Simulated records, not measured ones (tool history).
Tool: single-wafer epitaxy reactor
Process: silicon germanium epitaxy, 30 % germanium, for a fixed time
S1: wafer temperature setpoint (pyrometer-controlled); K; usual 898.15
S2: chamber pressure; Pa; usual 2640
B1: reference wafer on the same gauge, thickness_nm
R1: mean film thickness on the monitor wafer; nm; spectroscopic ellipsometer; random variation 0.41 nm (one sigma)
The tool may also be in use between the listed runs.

run	hour	S1	S2	B1	R1
1	0.0	903.15	2186	120.152	105.342
2	24.5	903.15	2186	119.764	105.575
3	37.9	898.15	2640	120.054	101.345
4	73.4	898.15	2640	120.098	100.914
5	142.9	898.15	2173	119.972	95.000
6	174.0	898.15	2173	119.998	95.389
7	194.0	898.15	2173	119.721	94.898
8	220.3	909.15	2640	120.027	124.888
9	233.6	909.15	2640	120.138	124.499
10	249.2	909.15	2640	119.873	124.897
11	283.8	901.15	2640	119.944	106.077
12	311.1	901.15	2640	119.902	106.598
# hour 324.3: gauge calibrated
13	324.7	907.15	2640	120.086	119.742
14	341.0	907.15	2640	119.903	119.260
15	442.8	898.15	2640	120.009	100.269
16	456.4	898.15	2440	120.006	96.907
# hour 477.4: pyrometer calibrated
17	477.9	884.15	3000	120.015	82.758
18	491.3	904.15	2000	119.803	108.841
19	525.9	911.15	2640	119.912	135.284
20	556.8	890.15	2640	119.749	89.738
21	581.7	906.15	3013	119.953	127.719
22	615.1	908.15	2280	120.169	121.687
23	639.1	911.15	3133	120.016	143.113
# hour 692.6: capacitance manometer re-zeroed and calibrated
# hour 710.5: showerhead replaced
24	729.3	898.15	2640	120.045	104.583
25	755.5	893.15	2133	120.139	89.325
26	775.0	906.15	3133	120.129	129.841
27	795.6	908.15	2173	120.045	120.194
28	807.8	898.15	2640	120.041	104.994
29	823.5	894.15	2640	119.988	96.528
30	847.1	893.15	2640	120.043	95.174
31	861.8	902.15	2640	120.087	113.414
32	880.7	893.15	2640	119.915	95.417
33	901.6	903.15	2160	120.009	109.360
34	933.9	885.15	2293	119.907	77.057
35	951.4	886.15	2466	119.928	81.144
36	972.5	893.15	2000	120.245	87.484

3 ways to go on from here, each from the tool as it stands after run 36. What would each give?
A	972.9	898.15	2413	?	?
B	972.9	903.15	2880	?	?
C	972.9	909.15	2360	?	?

run	B1	R1
A	119.988	101.526
B	119.988	118.258
C	119.988	124.861
Without the tool's hidden state the same runs would have given:
run	R1
A	102.034
B	118.842
C	125.468
